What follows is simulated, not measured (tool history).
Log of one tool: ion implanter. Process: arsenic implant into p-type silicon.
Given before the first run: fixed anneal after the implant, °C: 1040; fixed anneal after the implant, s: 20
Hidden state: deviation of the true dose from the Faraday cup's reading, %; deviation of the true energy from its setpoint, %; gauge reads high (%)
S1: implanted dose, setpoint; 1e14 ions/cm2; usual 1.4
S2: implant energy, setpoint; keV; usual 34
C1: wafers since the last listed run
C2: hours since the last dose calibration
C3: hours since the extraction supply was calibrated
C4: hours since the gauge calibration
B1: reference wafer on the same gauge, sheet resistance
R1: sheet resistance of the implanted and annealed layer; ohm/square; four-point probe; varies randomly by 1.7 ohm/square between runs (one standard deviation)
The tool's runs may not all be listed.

Run 1, hour 0: usual settings but S2 29.5 keV; C1 0; C2 387.6; C3 2110.5; C4 3646; B1 499.01. Result: R1 477.5 ohm/square.
Run 2, hour 76.1: usual settings; C1 1112; C2 463.7; C3 2186.6; C4 3722.1; B1 498.9. Result: R1 463.72 ohm/square.
Run 3, hour 160.5: usual settings; C1 1234; C2 548.1; C3 2271; C4 3806.5; B1 498.64. Result: R1 465.14 ohm/square.
Run 4, hour 257.5: usual settings; C1 1418; C2 645.1; C3 2368; C4 3903.5; B1 498.48. Result: R1 468.64 ohm/square.
Run 5, hour 345.6: usual settings but S1 1.63 1e14 ions/cm2; C1 1288; C2 733.2; C3 2456.1; C4 3991.6; B1 498.98. Result: R1 418.43 ohm/square.
Run 6, hour 437.2: usual settings but S1 1.63 1e14 ions/cm2; C1 1339; C2 824.8; C3 2547.7; C4 4083.2; B1 499.67. Result: R1 422.95 ohm/square.
Run 7, hour 544: usual settings but S1 1.63 1e14 ions/cm2; C1 1561; C2 931.6; C3 2654.5; C4 4190; B1 499.77. Result: R1 419.73 ohm/square.
At hour 585.8: gauge calibrated.
Run 8, hour 612.6: usual settings but S1 1.13 1e14 ions/cm2, S2 27 keV; C1 1003; C2 1000.2; C3 2723.1; C4 26.8; B1 490.06. Result: R1 558.53 ohm/square.
Run 9, hour 698.4: usual settings; C1 1254; C2 1086; C3 2808.9; C4 112.6; B1 490.15. Result: R1 457.96 ohm/square.
Run 10, hour 750.3: usual settings; C1 758; C2 1137.9; C3 2860.8; C4 164.5; B1 491.21. Result: R1 456.52 ohm/square.
At hour 763.3: Faraday cup replaced and dose calibrated.
Run 11, hour 855.6: usual settings; C1 1422; C2 92.3; C3 2966.1; C4 269.8; B1 491.09. Result: R1 462.02 ohm/square.
Run 12, hour 951: usual settings but S2 40.5 keV; C1 1394; C2 187.7; C3 3061.5; C4 365.2; B1 491.36. Result: R1 446.56 ohm/square.
Run 13, hour 1050.8: usual settings; C1 1459; C2 287.5; C3 3161.3; C4 465; B1 491.78. Result: R1 460.47 ohm/square.
Run 14, hour 1101.7: usual settings but S1 1.15 1e14 ions/cm2, S2 23.5 keV; C1 744; C2 338.4; C3 3212.2; C4 515.9; B1 490.94. Result: R1 561.96 ohm/square.
Run 15, hour 1177.2: usual settings but S1 1.64 1e14 ions/cm2, S2 41.5 keV; C1 1103; C2 413.9; C3 3287.7; C4 591.4; B1 491.06. Result: R1 396.14 ohm/square.
Run 16, hour 1264.3: usual settings but S1 1.75 1e14 ions/cm2; C1 1273; C2 501; C3 3374.8; C4 678.5; B1 491.75. Result: R1 392.54 ohm/square.
Run 17, hour 1321.4: usual settings; C1 834; C2 558.1; C3 3431.9; C4 735.6; B1 491.6. Result: R1 456.21 ohm/square.
Run 18, hour 1417.8: usual settings but S1 1.17 1e14 ions/cm2, S2 40 keV; C1 1409; C2 654.5; C3 3528.3; C4 832; B1 492.64. Result: R1 505.52 ohm/square.
Run 19, hour 1517.7: usual settings but S1 1.81 1e14 ions/cm2, S2 23 keV; C1 1460; C2 754.4; C3 3628.2; C4 931.9; B1 492.15. Result: R1 407.21 ohm/square.
Run 20, hour 1601.4: usual settings but S1 1.63 1e14 ions/cm2; C1 1223; C2 838.1; C3 3711.9; C4 1015.6; B1 492.61. Result: R1 415.41 ohm/square.
Run 21, hour 1665.7: usual settings but S2 44 keV; C1 940; C2 902.4; C3 3776.2; C4 1079.9; B1 492.06. Result: R1 443.62 ohm/square.
Run 22, hour 1751.8: usual settings but S2 25.5 keV; C1 1258; C2 988.5; C3 3862.3; C4 1166; B1 493.52. Result: R1 482.07 ohm/square.
Run 23, hour 1852.8: usual settings but S1 1.17 1e14 ions/cm2, S2 25 keV; C1 1476; C2 1089.5; C3 3963.3; C4 1267; B1 493.14. Result: R1 550.89 ohm/square.
At hour 1887: extraction supply calibrated.
At hour 1985.3: Faraday cup replaced and dose calibrated.
Run 24, hour 2047.6: usual settings but S1 1.25 1e14 ions/cm2, S2 28.5 keV; C1 2614; C2 62.3; C3 160.6; C4 1461.8; B1 494.1. Result: R1 513.66 ohm/square.
Run 25, hour 2085.8: usual settings but S2 30.5 keV; C1 558; C2 100.5; C3 198.8; C4 1500; B1 493.61. Result: R1 468.62 ohm/square.
Run 26, hour 2144.7: usual settings but S1 1.24 1e14 ions/cm2, S2 40 keV; C1 861; C2 159.4; C3 257.7; C4 1558.9; B1 493.69. Result: R1 488.09 ohm/square.
Run 27, hour 2236: usual settings but S2 39.5 keV; C1 1334; C2 250.7; C3 349; C4 1650.2; B1 494.19. Result: R1 451.5 ohm/square.
Run 28, hour 2337.7: usual settings but S1 1.54 1e14 ions/cm2, S2 40.5 keV; C1 1487; C2 352.4; C3 450.7; C4 1751.9; B1 494.39. Result: R1 420.57 ohm/square.
Run 29, hour 2423.2: usual settings but S1 1.54 1e14 ions/cm2, S2 38 keV; C1 1250; C2 437.9; C3 536.2; C4 1837.4; B1 495.03. Result: R1 422.28 ohm/square.
Run 30, hour 2466.5: usual settings but S1 1.75 1e14 ions/cm2, S2 23.5 keV; C1 633; C2 481.2; C3 579.5; C4 1880.7; B1 493.96. Result: R1 417.39 ohm/square.
Run 31, hour 2518.8: usual settings but S2 39.5 keV; C1 764; C2 533.5; C3 631.8; C4 1933; B1 494.94. Result: R1 449.55 ohm/square.
Run 32, hour 2614: usual settings but S1 1.69 1e14 ions/cm2, S2 42.5 keV; C1 1391; C2 628.7; C3 727; C4 2028.2; B1 495.16. Result: R1 390.89 ohm/square.
Run 33, hour 2675.6: usual settings but S1 1.29 1e14 ions/cm2; C1 900; C2 690.3; C3 788.6; C4 2089.8; B1 495.62. Result: R1 494.44 ohm/square.
Run 34, hour 2728.9: usual settings; C1 779; C2 743.6; C3 841.9; C4 2143.1; B1 495.32. Result: R1 462.72 ohm/square.
Run 35, hour 2769.2: usual settings but S1 1.55 1e14 ions/cm2, S2 43.5 keV; C1 589; C2 783.9; C3 882.2; C4 2183.4; B1 495.85. Result: R1 413.63 ohm/square.
Run 36, hour 2849.5: usual settings; C1 1174; C2 864.2; C3 962.5; C4 2263.7; B1 495.36. Result: R1 461.66 ohm/square.
Run 37, hour 2920: usual settings but S1 0.99 1e14 ions/cm2, S2 28.5 keV; C1 1030; C2 934.7; C3 1033; C4 2334.2; B1 495.66. Result: R1 612.26 ohm/square.

Hidden state at the last listed run before each entry between runs and at the first one after, where it differs:
Run 7 -> run 8: gauge calibrated (hour 585.8)
  gauge reads high (%): 1.98 -> 0.0356
  difference, measured minus the result without the unlogged condition, R1: +8.15 -> +0.2 ohm/square
Run 10 -> run 11: Faraday cup replaced and dose calibrated (hour 763.3)
  gauge reads high (%): 0.105 -> 0.158
  difference, measured minus the result without the unlogged condition, R1: +0.48 -> +0.73 ohm/square
Run 23 -> run 24: extraction supply calibrated (hour 1887); Faraday cup replaced and dose calibrated (hour 1985.3)
  gauge reads high (%): 0.659 -> 0.756
  difference, measured minus the result without the unlogged condition, R1: +3.6 -> +3.86 ohm/square

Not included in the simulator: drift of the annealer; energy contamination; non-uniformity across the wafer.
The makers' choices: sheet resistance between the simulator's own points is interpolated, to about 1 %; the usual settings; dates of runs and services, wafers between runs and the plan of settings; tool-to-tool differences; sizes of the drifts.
